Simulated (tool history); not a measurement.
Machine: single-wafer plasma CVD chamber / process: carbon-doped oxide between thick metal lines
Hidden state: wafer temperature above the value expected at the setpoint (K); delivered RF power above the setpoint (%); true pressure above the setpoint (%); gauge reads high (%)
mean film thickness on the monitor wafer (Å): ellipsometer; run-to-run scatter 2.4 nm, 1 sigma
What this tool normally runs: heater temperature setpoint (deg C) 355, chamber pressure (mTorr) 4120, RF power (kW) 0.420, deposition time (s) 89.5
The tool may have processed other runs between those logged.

run,hour,heater temperature setpoint (deg C),chamber pressure (mTorr),RF power (kW),deposition time (s),wafers since the last listed run,hours since the last thermocouple change,hours since the last RF generator calibration,hours since the last manometer calibration,hours since the showerhead was replaced,hours since the gauge calibration,"read-back reference wafer on the same gauge, thickness_nm",mean film thickness on the monitor wafer (Å)
1,0.0,355,4120,0.420,89.5,0,1287.2,189.9,1934.7,5928.7,594.3,418.261,4196.15
2,56.6,355,4120,0.420,89.5,956,1343.8,246.5,1991.3,5985.3,650.9,418.180,4219.03
3,82.4,362,4120,0.420,89.5,435,1369.6,272.3,2017.1,6011.1,676.7,417.415,4161.43
4,124.5,355,4780,0.420,89.5,711,1411.7,314.4,2059.2,6053.2,718.8,418.573,4303.27
5,183.8,355,4780,0.420,89.5,1001,1471.0,373.7,2118.5,6112.5,778.1,418.299,4236.07
6,252.5,355,4120,0.420,89.5,1160,1539.7,442.4,2187.2,6181.2,846.8,419.014,4155.23
7,288.7,355,4120,0.420,89.5,611,1575.9,478.6,2223.4,6217.4,883.0,417.453,4150.00
# hour 299.3: capacitance manometer re-zeroed and calibrated
8,349.7,355,4120,0.420,89.5,895,1636.9,539.6,50.4,6278.4,944.0,418.053,4126.74
# hour 356.1: gauge calibrated
# hour 373.7: showerhead replaced
9,396.8,355,4120,0.420,89.5,660,1684.0,586.7,97.5,23.1,40.7,418.712,4185.73
# hour 426.7: thermocouple changed; heater temperature recalibrated
10,454.9,355,4120,0.420,89.5,846,28.2,644.8,155.6,81.2,98.8,417.022,4104.46
11,525.4,355,4120,0.420,89.5,1190,98.7,715.3,226.1,151.7,169.3,419.246,4088.71
12,563.5,366,4120,0.360,89.5,643,136.8,753.4,264.2,189.8,207.4,418.646,3681.66
13,610.9,355,4120,0.420,89.5,800,184.2,800.8,311.6,237.2,254.8,417.331,4110.14
14,682.3,355,3130,0.420,89.5,1206,255.6,872.2,383.0,308.6,326.2,417.274,3942.46
15,744.2,348,4120,0.420,96.3,1045,317.5,934.1,444.9,370.5,388.1,417.660,4475.52
16,812.0,360,4730,0.345,103.8,1145,385.3,1001.9,512.7,438.3,455.9,418.211,4297.07
17,844.6,355,4120,0.420,89.5,550,417.9,1034.5,545.3,470.9,488.5,417.255,4096.55
18,880.4,359,5100,0.420,99.9,604,453.7,1070.3,581.1,506.7,524.3,417.653,4578.71
# hour 900.9: RF generator calibrated
19,911.4,355,4120,0.420,89.5,388,484.7,10.5,612.1,537.7,555.3,418.362,4196.13
20,945.0,355,4120,0.420,89.5,567,518.3,44.1,645.7,571.3,588.9,418.206,4214.80
21,987.8,355,3440,0.420,71.8,723,561.1,86.9,688.5,614.1,631.7,418.104,3267.00
22,1035.2,355,4120,0.420,89.5,800,608.5,134.3,735.9,661.5,679.1,416.969,4192.93
23,1098.1,351,3450,0.490,81.9,1062,671.4,197.2,798.8,724.4,742.0,418.046,4103.94
24,1139.6,355,4120,0.420,89.5,701,712.9,238.7,840.3,765.9,783.5,418.475,4169.64
25,1190.2,346,4510,0.345,104.8,854,763.5,289.3,890.9,816.5,834.1,418.571,4581.43
26,1215.0,355,4120,0.420,103.4,418,788.3,314.1,915.7,841.3,858.9,418.334,4837.64
27,1271.5,355,5080,0.420,89.5,954,844.8,370.6,972.2,897.8,915.4,417.629,4281.49
28,1320.4,355,4120,0.385,105.8,826,893.7,419.5,1021.1,946.7,964.3,416.949,4695.24

4 options for the next run, each taken on its own from the tool as it stands now. Forecast them:
A,1320.8,355,4120,0.420,89.5,6,894.1,419.9,1021.5,947.1,964.7,?,?
B,1320.8,347,4120,0.475,79.7,6,894.1,419.9,1021.5,947.1,964.7,?,?
C,1320.8,355,3650,0.420,89.5,6,894.1,419.9,1021.5,947.1,964.7,?,?
D,1320.8,362,3490,0.345,104.0,6,894.1,419.9,1021.5,947.1,964.7,?,?

run,"read-back reference wafer on the same gauge, thickness_nm",mean film thickness on the monitor wafer (Å)
A,417.804,4170.85
B,417.804,4073.67
C,417.804,4103.06
D,417.804,4172.90
Without the tool's unlogged condition, the same runs would have read:
run,mean film thickness on the monitor wafer (Å)
A,4196.11
B,4094.91
C,4127.91
D,4199.28

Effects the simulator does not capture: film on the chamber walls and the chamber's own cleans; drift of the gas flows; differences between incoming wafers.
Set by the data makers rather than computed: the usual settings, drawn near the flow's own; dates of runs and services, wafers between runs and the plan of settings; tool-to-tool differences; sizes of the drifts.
